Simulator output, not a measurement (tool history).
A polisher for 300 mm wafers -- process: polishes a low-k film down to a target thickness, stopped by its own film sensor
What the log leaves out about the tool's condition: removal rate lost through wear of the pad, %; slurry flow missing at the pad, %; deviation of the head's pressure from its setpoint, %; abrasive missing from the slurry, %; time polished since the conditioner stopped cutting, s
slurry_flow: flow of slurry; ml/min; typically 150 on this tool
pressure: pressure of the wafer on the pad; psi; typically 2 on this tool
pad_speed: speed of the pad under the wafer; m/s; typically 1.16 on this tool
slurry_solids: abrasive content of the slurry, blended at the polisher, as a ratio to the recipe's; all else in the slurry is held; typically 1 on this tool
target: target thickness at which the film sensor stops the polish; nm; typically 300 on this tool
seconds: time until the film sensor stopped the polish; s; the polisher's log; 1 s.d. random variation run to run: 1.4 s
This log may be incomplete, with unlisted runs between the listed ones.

| run | day | slurry_flow | pressure | pad_speed | slurry_solids | target | wafers since the last listed run | wafers polished on this pad | hours since the slurry nozzle was cleaned | hours since the head pressure was calibrated | hours since the slurry blender was calibrated | hours since the conditioning disc was replaced | incoming thickness of the incoming film, nm | seconds |
|---|---|---|---|---|---|---|---|---|---|---|---|---|---|---|
| 1 | 0 | 150 | 2.3 | 1.16 | 1 | 300 | 0 | 1025 | 539.9 | 1320 | 63.9 | 41.4 | 354.7 | 95.5 |
|  | 0.738 | worn pad replaced by a new one |
| 2 | 0.758 | 150 | 2.3 | 1.16 | 1 | 300 | 144 | 5 | 558.1 | 1338.2 | 82.1 | 59.6 | 364.1 | 102.3 |
| 3 | 0.962 | 150 | 2.3 | 1.16 | 1 | 300 | 49 | 55 | 563 | 1343.1 | 87 | 64.5 | 362.8 | 105.2 |
| 4 | 1.675 | 150 | 2 | 1.16 | 1 | 300 | 173 | 228 | 580.1 | 1360.2 | 104.1 | 81.6 | 362.1 | 119.4 |
| 5 | 2.079 | 150 | 2 | 1.16 | 1 | 300 | 98 | 327 | 589.8 | 1369.9 | 113.8 | 91.3 | 364 | 123.3 |
| 6 | 2.467 | 150 | 2 | 1.16 | 1 | 300 | 94 | 422 | 599.1 | 1379.2 | 123.1 | 100.6 | 358 | 113.7 |
| 7 | 3.025 | 150 | 2 | 1.16 | 1 | 300 | 136 | 558 | 612.5 | 1392.6 | 136.5 | 114 | 361.4 | 123.4 |
| 8 | 3.367 | 150 | 2 | 1.16 | 1 | 300 | 83 | 641 | 620.7 | 1400.8 | 144.7 | 122.2 | 363.5 | 127.9 |
| 9 | 3.767 | 150 | 2 | 1.16 | 1 | 300 | 97 | 739 | 630.3 | 1410.4 | 154.3 | 131.8 | 362.8 | 128.4 |
| 10 | 4.271 | 150 | 2 | 1.16 | 1 | 300 | 122 | 862 | 642.4 | 1422.5 | 166.4 | 143.9 | 360.6 | 121.6 |
| 11 | 4.8 | 150 | 2 | 1.16 | 1 | 309 | 129 | 991 | 655.1 | 1435.2 | 179.1 | 156.6 | 361.5 | 107.1 |
| 12 | 5.108 | 170 | 2 | 1.16 | 1 | 288 | 75 | 1066 | 662.5 | 1442.6 | 186.5 | 164 | 356.4 | 141 |
|  | 5.3 | slurry nozzle cleaned |
| 13 | 5.529 | 175 | 2 | 1.16 | 0.75 | 288 | 92 | 1158 | 5.5 | 1452.7 | 196.6 | 174.1 | 357 | 160.1 |
|  | 5.796 | worn pad replaced by a new one |
| 14 | 5.85 | 150 | 2 | 1.16 | 1 | 300 | 37 | 13 | 13.2 | 1460.4 | 204.3 | 181.8 | 362.6 | 117.6 |
|  | 6.338 | conditioning disc replaced and pad reconditioned |
| 15 | 6.462 | 150 | 2 | 1.16 | 1 | 300 | 129 | 142 | 27.9 | 1475.1 | 219 | 3 | 356.3 | 109.5 |
| 16 | 6.717 | 150 | 2 | 1 | 1 | 300 | 61 | 204 | 34 | 1481.2 | 225.1 | 9.1 | 355.4 | 115.1 |
|  | 7.146 | slurry blender recalibrated |
| 17 | 7.167 | 150 | 2 | 1.16 | 1 | 300 | 89 | 293 | 44.8 | 1492 | 0.5 | 19.9 | 362.7 | 123.1 |
|  | 7.308 | head pressure recalibrated |
| 18 | 9.188 | 150 | 2 | 1.16 | 1 | 284 | 472 | 766 | 93.3 | 45.1 | 49 | 68.4 | 359.3 | 153.1 |
| 19 | 9.725 | 150 | 2 | 1.5 | 1 | 292 | 131 | 897 | 106.2 | 58 | 61.9 | 81.3 | 357.2 | 112.4 |
| 20 | 10.325 | 150 | 2 | 1.16 | 1 | 300 | 146 | 1043 | 120.6 | 72.4 | 76.3 | 95.7 | 359.7 | 124 |
|  | 10.717 | worn pad replaced by a new one |
| 21 | 11.054 | 150 | 2 | 1.44 | 1 | 300 | 137 | 82 | 138.1 | 89.9 | 93.8 | 113.2 | 355.1 | 90.2 |
| 22 | 11.475 | 150 | 1.7 | 0.78 | 1 | 300 | 102 | 184 | 148.2 | 100 | 103.9 | 123.3 | 356.8 | 154.4 |
| 23 | 11.771 | 150 | 2 | 1.16 | 0.8 | 313 | 72 | 256 | 155.3 | 107.1 | 111 | 130.4 | 365.9 | 110 |
| 24 | 12.45 | 150 | 2 | 1.16 | 1 | 300 | 165 | 422 | 171.6 | 123.4 | 127.3 | 146.7 | 360.2 | 114.6 |
| 25 | 12.904 | 150 | 2.7 | 1.16 | 1.2 | 300 | 110 | 533 | 182.5 | 134.3 | 138.2 | 157.6 | 366.1 | 89.8 |
|  | 13.429 | conditioning disc replaced and pad reconditioned |
| 26 | 13.45 | 150 | 2 | 1.16 | 1 | 300 | 112 | 646 | 195.6 | 147.4 | 151.3 | 0.5 | 365.7 | 131.9 |
| 27 | 14.021 | 150 | 2 | 1.16 | 0.75 | 292 | 139 | 785 | 209.3 | 161.1 | 165 | 14.2 | 359.5 | 152.4 |

A few steps of seconds between consecutive runs. Split each: what settings, incoming material and random variation would produce without the hidden state, and what is left over for the hidden state, along with gauge scatter present in only one of the two compared results (measured, and without hidden state):
Run 13 -> 14: slurry_flow 175 -> 150, slurry_solids 0.75 -> 1, target 288 -> 300, worn pad replaced by a new one. seconds -42.5 s: hidden state -17.1, all else -25.4.
Run 20 -> 21: pad_speed 1.16 -> 1.44, worn pad replaced by a new one. seconds -33.8 s: hidden state -11.9, all else -21.9.
Run 21 -> 22: pressure 2 -> 1.7, pad_speed 1.44 -> 0.78. seconds +64.2 s: hidden state +2.1, all else +62.1.
Run 22 -> 23: pressure 1.7 -> 2, pad_speed 0.78 -> 1.16, slurry_solids 1 -> 0.8, target 300 -> 313. seconds -44.4 s: hidden state -0.2, all else -44.2.
